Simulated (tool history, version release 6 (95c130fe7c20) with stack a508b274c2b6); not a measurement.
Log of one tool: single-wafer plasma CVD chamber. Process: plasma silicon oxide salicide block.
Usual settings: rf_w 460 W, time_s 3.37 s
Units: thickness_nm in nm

run,hour,rf_w,time_s,"read-back reference wafer on the same gauge, thickness_nm",thickness_nm
1,0.0,405,3.08,25.978,27.142
2,11.0,495,3.37,25.969,31.464
3,24.8,495,3.37,25.969,31.403
4,32.9,495,3.37,25.961,31.419
5,40.1,430,3.06,25.975,27.302
6,52.6,460,3.81,25.970,34.802
7,63.7,460,3.82,25.961,34.849
8,74.7,460,3.82,25.960,34.847
# hour 93.3: showerhead replaced
9,93.8,460,3.37,25.948,30.701
# hour 103.9: gauge calibrated
10,117.8,430,3.55,26.123,31.928
11,133.9,545,2.71,26.083,26.152
12,143.5,485,3.63,26.063,33.827
13,155.0,430,3.16,26.024,28.388
14,167.2,460,3.37,26.014,30.830
# hour 178.3: RF generator calibrated
15,183.0,515,3.00,25.990,28.339
16,200.2,525,3.37,25.966,31.927
17,206.9,460,3.37,25.961,30.733
18,221.9,425,2.70,25.954,24.061
19,229.3,415,4.04,25.944,35.670

How would selected steps in thickness_nm from run to run divide? Give the signed amount a tool lacking its hidden state would still show from settings, what came in and random variation, and the signed amount left for the hidden state, including any gauge scatter that is not in both of the compared results.
Hidden state at play: delivered RF power above the setpoint (%); gauge reads high (%).
Run 9 -> 10: rf_w 460 -> 430, time_s 3.37 -> 3.55, gauge calibrated. thickness_nm +1.227 nm: hidden state +0.192, all else +1.035.
Run 18 -> 19: rf_w 425 -> 415, time_s 2.70 -> 4.04. thickness_nm +11.609 nm: hidden state -0.120, all else +11.729.

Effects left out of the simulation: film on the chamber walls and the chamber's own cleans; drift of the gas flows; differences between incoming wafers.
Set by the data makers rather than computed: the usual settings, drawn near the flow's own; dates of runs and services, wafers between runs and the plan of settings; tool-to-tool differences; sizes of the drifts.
